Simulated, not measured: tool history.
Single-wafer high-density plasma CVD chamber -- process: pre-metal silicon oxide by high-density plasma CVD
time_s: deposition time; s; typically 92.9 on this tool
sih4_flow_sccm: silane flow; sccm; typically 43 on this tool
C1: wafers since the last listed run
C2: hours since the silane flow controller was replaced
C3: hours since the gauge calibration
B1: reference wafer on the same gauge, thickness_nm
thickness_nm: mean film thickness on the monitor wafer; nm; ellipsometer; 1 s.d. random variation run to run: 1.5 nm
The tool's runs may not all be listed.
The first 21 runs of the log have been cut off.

Run 22, hour 1744.5: usual settings; C1 479; C2 2747.7; C3 2804.1; B1 441.084. Result: thickness_nm 384.453 nm.
Run 23, hour 1851.0: usual settings; C1 927; C2 2854.2; C3 2910.6; B1 440.911. Result: thickness_nm 389.140 nm.
Run 24, hour 1898.5: usual settings but time_s 86.5 s, sih4_flow_sccm 51 sccm; C1 413; C2 2901.7; C3 2958.1; B1 441.494. Result: thickness_nm 415.149 nm.
At hour 2056.7: silane flow controller replaced.
Run 25, hour 2097.6: usual settings but time_s 110.0 s; C1 1664; C2 40.9; C3 3157.2; B1 441.135. Result: thickness_nm 439.342 nm.
At hour 2141.7: gauge calibrated.
Run 26, hour 2152.3: usual settings but sih4_flow_sccm 49 sccm; C1 476; C2 95.6; C3 10.6; B1 440.948. Result: thickness_nm 410.897 nm.
Run 27, hour 2246.0: usual settings; C1 816; C2 189.3; C3 104.3; B1 440.884. Result: thickness_nm 372.879 nm.
Run 28, hour 2351.5: usual settings but time_s 87.6 s, sih4_flow_sccm 46 sccm; C1 918; C2 294.8; C3 209.8; B1 440.656. Result: thickness_nm 368.694 nm.
Run 29, hour 2398.1: usual settings but time_s 76.7 s, sih4_flow_sccm 48 sccm; C1 405; C2 341.4; C3 256.4; B1 441.063. Result: thickness_nm 333.609 nm.
Run 30, hour 2473.3: usual settings; C1 655; C2 416.6; C3 331.6; B1 441.334. Result: thickness_nm 369.875 nm.
Run 31, hour 2534.7: usual settings but time_s 80.1 s, sih4_flow_sccm 50 sccm; C1 534; C2 478.0; C3 393.0; B1 440.510. Result: thickness_nm 367.122 nm.
Run 32, hour 2597.7: usual settings but time_s 106.8 s, sih4_flow_sccm 37 sccm; C1 548; C2 541.0; C3 456.0; B1 440.799. Result: thickness_nm 377.708 nm.
Run 33, hour 2681.0: usual settings but time_s 83.6 s, sih4_flow_sccm 50 sccm; C1 725; C2 624.3; C3 539.3; B1 440.528. Result: thickness_nm 379.390 nm.
Run 34, hour 2785.7: usual settings but time_s 82.1 s, sih4_flow_sccm 40 sccm; C1 912; C2 729.0; C3 644.0; B1 440.512. Result: thickness_nm 310.383 nm.
Run 35, hour 2870.1: usual settings but time_s 85.7 s; C1 735; C2 813.4; C3 728.4; B1 440.488. Result: thickness_nm 342.423 nm.
Run 36, hour 2937.0: usual settings; C1 582; C2 880.3; C3 795.3; B1 440.989. Result: thickness_nm 372.751 nm.
Run 37, hour 2980.5: usual settings but time_s 81.9 s; C1 378; C2 923.8; C3 838.8; B1 440.398. Result: thickness_nm 326.836 nm.
Run 38, hour 3042.3: usual settings but time_s 103.0 s, sih4_flow_sccm 45 sccm; C1 538; C2 985.6; C3 900.6; B1 441.374. Result: thickness_nm 430.695 nm.
Run 39, hour 3141.0: usual settings but time_s 86.5 s, sih4_flow_sccm 51 sccm; C1 859; C2 1084.3; C3 999.3; B1 440.990. Result: thickness_nm 407.929 nm.
Run 40, hour 3225.6: usual settings but time_s 99.5 s, sih4_flow_sccm 36 sccm; C1 736; C2 1168.9; C3 1083.9; B1 440.636. Result: thickness_nm 344.975 nm.
Run 41, hour 3314.3: usual settings but time_s 75.6 s, sih4_flow_sccm 47 sccm; C1 772; C2 1257.6; C3 1172.6; B1 440.339. Result: thickness_nm 329.977 nm.
Run 42, hour 3365.2: usual settings but time_s 74.6 s, sih4_flow_sccm 41 sccm; C1 443; C2 1308.5; C3 1223.5; B1 440.732. Result: thickness_nm 291.008 nm.
Run 43, hour 3445.8: usual settings; C1 702; C2 1389.1; C3 1304.1; B1 441.216. Result: thickness_nm 374.783 nm.
Run 44, hour 3520.1: usual settings but time_s 101.4 s, sih4_flow_sccm 37 sccm; C1 647; C2 1463.4; C3 1378.4; B1 441.425. Result: thickness_nm 361.304 nm.
Run 45, hour 3597.5: usual settings; C1 674; C2 1540.8; C3 1455.8; B1 441.031. Result: thickness_nm 377.646 nm.
Run 46, hour 3672.0: usual settings but time_s 104.5 s; C1 648; C2 1615.3; C3 1530.3; B1 440.987. Result: thickness_nm 422.555 nm.

Alternative continuations, all from the tool just after run 46; predict every row:
Run A, hour 3672.4: usual settings but time_s 106.0 s; C1 3; C2 1615.7; C3 1530.7; B1 ?. Result: thickness_nm ?.
Run B, hour 3672.4: usual settings but time_s 75.5 s, sih4_flow_sccm 38 sccm; C1 3; C2 1615.7; C3 1530.7; B1 ?. Result: thickness_nm ?.
Run C, hour 3672.4: usual settings but sih4_flow_sccm 51 sccm; C1 3; C2 1615.7; C3 1530.7; B1 ?. Result: thickness_nm ?.
Run D, hour 3672.4: usual settings but time_s 74.6 s, sih4_flow_sccm 47 sccm; C1 3; C2 1615.7; C3 1530.7; B1 ?. Result: thickness_nm ?.

run       B1  thickness_nm
  A  441.005       428.450
  B  441.005       274.789
  C  441.005       435.312
  D  441.005       325.547
Had the tool no hidden state, the same runs would have come out as:
run  thickness_nm
  A       422.474
  B       270.956
  C       429.240
  D       321.006

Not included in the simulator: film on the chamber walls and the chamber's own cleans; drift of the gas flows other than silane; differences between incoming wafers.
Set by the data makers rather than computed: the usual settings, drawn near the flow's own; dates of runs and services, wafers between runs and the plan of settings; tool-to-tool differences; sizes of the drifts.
